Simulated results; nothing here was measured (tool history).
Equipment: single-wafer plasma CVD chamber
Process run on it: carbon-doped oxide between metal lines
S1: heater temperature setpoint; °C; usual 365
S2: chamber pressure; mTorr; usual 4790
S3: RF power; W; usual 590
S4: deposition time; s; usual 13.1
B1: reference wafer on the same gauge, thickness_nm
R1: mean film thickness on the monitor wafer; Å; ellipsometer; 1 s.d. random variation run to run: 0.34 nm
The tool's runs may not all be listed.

{"run": 1, "hour": 0.0, "S1": 365, "S2": 4790, "S3": 635, "S4": 13.1, "B1": 71.249, "R1": 756.27}
{"run": 2, "hour": 39.2, "S1": 365, "S2": 4790, "S3": 590, "S4": 12.4, "B1": 71.313, "R1": 687.09}
{"run": 3, "hour": 65.6, "S1": 365, "S2": 4790, "S3": 590, "S4": 13.1, "B1": 71.325, "R1": 712.39}
{"run": 4, "hour": 133.0, "S1": 365, "S2": 4790, "S3": 590, "S4": 13.1, "B1": 71.337, "R1": 714.62}
{"run": 5, "hour": 171.2, "S1": 365, "S2": 4790, "S3": 590, "S4": 13.1, "B1": 71.355, "R1": 712.19}
{"hour": 222.2, "done": "showerhead replaced"}
{"run": 6, "hour": 222.7, "S1": 365, "S2": 4790, "S3": 590, "S4": 13.1, "B1": 71.312, "R1": 712.43}
{"hour": 244.6, "done": "RF generator calibrated"}
{"run": 7, "hour": 269.2, "S1": 365, "S2": 4790, "S3": 590, "S4": 13.1, "B1": 71.307, "R1": 732.91}
{"run": 8, "hour": 330.1, "S1": 365, "S2": 4790, "S3": 590, "S4": 13.1, "B1": 71.317, "R1": 731.54}
{"run": 9, "hour": 362.4, "S1": 365, "S2": 4790, "S3": 590, "S4": 13.1, "B1": 71.305, "R1": 739.17}
{"run": 10, "hour": 431.7, "S1": 374, "S2": 5620, "S3": 690, "S4": 13.1, "B1": 71.269, "R1": 815.62}
{"hour": 435.4, "done": "gauge calibrated"}
{"run": 11, "hour": 479.8, "S1": 365, "S2": 4790, "S3": 590, "S4": 13.1, "B1": 71.305, "R1": 732.5}
{"run": 12, "hour": 539.9, "S1": 355, "S2": 3840, "S3": 590, "S4": 10.6, "B1": 71.324, "R1": 594.61}
{"run": 13, "hour": 577.9, "S1": 350, "S2": 4790, "S3": 535, "S4": 13.1, "B1": 71.383, "R1": 718.98}
{"hour": 609.2, "done": "thermocouple changed; heater temperature recalibrated"}
{"hour": 623.4, "done": "capacitance manometer re-zeroed and calibrated"}
{"run": 14, "hour": 624.8, "S1": 365, "S2": 5190, "S3": 590, "S4": 13.1, "B1": 71.264, "R1": 737.65}
{"run": 15, "hour": 650.8, "S1": 353, "S2": 4790, "S3": 590, "S4": 13.1, "B1": 71.256, "R1": 753.55}
{"run": 16, "hour": 717.2, "S1": 369, "S2": 5420, "S3": 670, "S4": 13.1, "B1": 71.265, "R1": 795.36}
{"run": 17, "hour": 753.7, "S1": 355, "S2": 3840, "S3": 590, "S4": 10.6, "B1": 71.291, "R1": 585.93}
{"run": 18, "hour": 825.2, "S1": 365, "S2": 4500, "S3": 590, "S4": 14.5, "B1": 71.254, "R1": 793.08}
{"run": 19, "hour": 880.1, "S1": 369, "S2": 5930, "S3": 485, "S4": 14.1, "B1": 71.305, "R1": 694.37}
{"run": 20, "hour": 940.9, "S1": 360, "S2": 5640, "S3": 590, "S4": 13.1, "B1": 71.251, "R1": 756.76}
{"run": 21, "hour": 964.9, "S1": 365, "S2": 4790, "S3": 590, "S4": 14.1, "B1": 71.317, "R1": 774.16}
{"run": 22, "hour": 1024.5, "S1": 369, "S2": 3930, "S3": 700, "S4": 12.2, "B1": 71.303, "R1": 724.71}
{"run": 23, "hour": 1074.9, "S1": 376, "S2": 4790, "S3": 590, "S4": 13.1, "B1": 71.338, "R1": 698.31}
{"run": 24, "hour": 1131.6, "S1": 365, "S2": 4790, "S3": 590, "S4": 13.1, "B1": 71.308, "R1": 720.13}
{"run": 25, "hour": 1167.9, "S1": 369, "S2": 4790, "S3": 685, "S4": 14.8, "B1": 71.293, "R1": 883.2}
{"run": 26, "hour": 1195.2, "S1": 370, "S2": 5740, "S3": 680, "S4": 10.6, "B1": 71.312, "R1": 649.05}
{"run": 27, "hour": 1262.0, "S1": 379, "S2": 4790, "S3": 590, "S4": 13.1, "B1": 71.32, "R1": 688.13}
{"run": 28, "hour": 1302.4, "S1": 365, "S2": 4160, "S3": 590, "S4": 13.1, "B1": 71.286, "R1": 700.74}
{"hour": 1510.7, "done": "RF generator calibrated"}
{"run": 29, "hour": 1517.7, "S1": 379, "S2": 5780, "S3": 655, "S4": 13.1, "B1": 71.238, "R1": 783.83}

Below, some changes in R1 between adjacent runs. For each, the amount present without the hidden state too (settings, incoming material, random variation) and the amount remaining for the hidden state with gauge scatter not shared by both compared results:
The tool's hidden condition here consists of: wafer temperature above the value expected at the setpoint (K); delivered RF power above the setpoint (%); true pressure above the setpoint (%); gauge reads high (%).
Run 6 -> 7: RF generator calibrated. R1 +20.48 Å: hidden state +23.31, all else -2.83.
Run 16 -> 17: S1 369 -> 355, S2 5420 -> 3840, S3 670 -> 590, S4 13.1 -> 10.6. R1 -209.43 Å: hidden state +1.04, all else -210.47.
Run 25 -> 26: S1 369 -> 370, S2 4790 -> 5740, S3 685 -> 680, S4 14.8 -> 10.6. R1 -234.15 Å: hidden state +5.12, all else -239.27.
Run 28 -> 29: S1 365 -> 379, S2 4160 -> 5780, S3 590 -> 655, RF generator calibrated. R1 +83.09 Å: hidden state +23.29, all else +59.80.
